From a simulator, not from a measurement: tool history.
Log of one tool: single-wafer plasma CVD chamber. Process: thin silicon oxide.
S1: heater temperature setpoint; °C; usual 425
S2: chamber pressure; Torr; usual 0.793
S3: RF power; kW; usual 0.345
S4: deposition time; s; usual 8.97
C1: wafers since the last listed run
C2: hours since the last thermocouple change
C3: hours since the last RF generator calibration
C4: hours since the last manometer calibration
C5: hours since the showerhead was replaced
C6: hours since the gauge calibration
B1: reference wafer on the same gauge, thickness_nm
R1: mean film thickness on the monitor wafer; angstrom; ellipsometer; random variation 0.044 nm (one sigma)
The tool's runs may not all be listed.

run    hour   S1     S2     S3     S4    C1      C2     C3      C4      C5      C6      B1      R1
  1       0  425  0.793  0.345   8.97     0   377.4  216.1   692.9  2014.5  2442.8  18.112  163.18
  2    73.5  425  0.793  0.345   8.97  1307   450.9  289.6   766.4    2088  2516.3  18.115  163.68
  3   219.6  425  0.793  0.345   8.97  2598     597  435.7   912.5  2234.1  2662.4   18.14   163.3
  4   313.7  425  0.793  0.325   8.97  1673   691.1  529.8  1006.6  2328.2  2756.5  18.168  160.97
      537.6  -- capacitance manometer re-zeroed and calibrated
  5   597.1  425  0.793  0.325   8.97  4898   974.5  813.2    59.5  2611.6  3039.9  18.185  159.79
      600.1  -- gauge calibrated
  6   672.8  425  0.793  0.325   8.97  1346  1050.2  888.9   135.2  2687.3    72.7  17.746  157.46
      752.5  -- RF generator calibrated
  7     753  425  0.793  0.345   8.97  1284  1130.4    0.5   215.4  2767.5   152.9   17.77  159.71
  8     838  425  0.924  0.345   8.97  1511  1215.4   85.5   300.4  2852.5   237.9  17.782  182.32
  9   913.5  425  0.924  0.345   8.97  1342  1290.9    161   375.9    2928   313.4  17.796  183.34
 10  1108.9  425  0.793  0.345   8.97  3475  1486.3  356.4   571.3  3123.4   508.8  17.824  160.41
 11  1154.8  425  0.793  0.345   8.97   816  1532.2  402.3   617.2  3169.3   554.7  17.814  160.04
 12  1191.6  434  0.667   0.32  10.27   654    1569  439.1     654  3206.1   591.5  17.823  149.41
 13  1230.8  425  0.793  0.345   8.97   697  1608.2  478.3   693.2  3245.3   630.7  17.834  160.84
 14  1268.4  425  0.793  0.385   8.97   668  1645.8  515.9   730.8  3282.9   668.3  17.849  167.22
     1346.6  -- thermocouple changed; heater temperature recalibrated
 15  1356.8  418  0.922  0.305   8.97  1430    10.2  604.3   819.2  3371.3   756.7  17.851  174.98
 16  1410.4  425  0.793  0.345   8.97   953    63.8  657.9   872.8  3424.9   810.3   17.86  161.32
     1418.7  -- showerhead replaced
 17  1464.8  415  0.793  0.345   8.97   825   118.2  712.3   927.2    46.1   864.7   17.87  161.64
 18  1516.6  425   0.86  0.345   9.76   921     170  764.1     979    97.9   916.5  17.868  187.42
 19  1608.5  419  0.869  0.365  10.46  1634   261.9    856  1070.9   189.8  1008.4  17.886  207.54
 20  1672.2  425  0.793  0.345   8.97  1133   325.6  919.7  1134.6   253.5  1072.1  17.893   161.3
     1728.9  -- RF generator calibrated
 21  1750.9  437  0.793  0.345  10.24  1257   404.3     22  1213.3   332.2  1150.8   17.89  182.98

Forecast run 22:
 22  1790.5  431  0.641  0.375  7.65  704  443.9  61.6  1252.9  371.8  1190.4   ?   ?

{"run 22": {"B1": 17.906, "R1": 115.19}}
Without the tool's hidden state the same run would have given R1 114.5 angstrom.
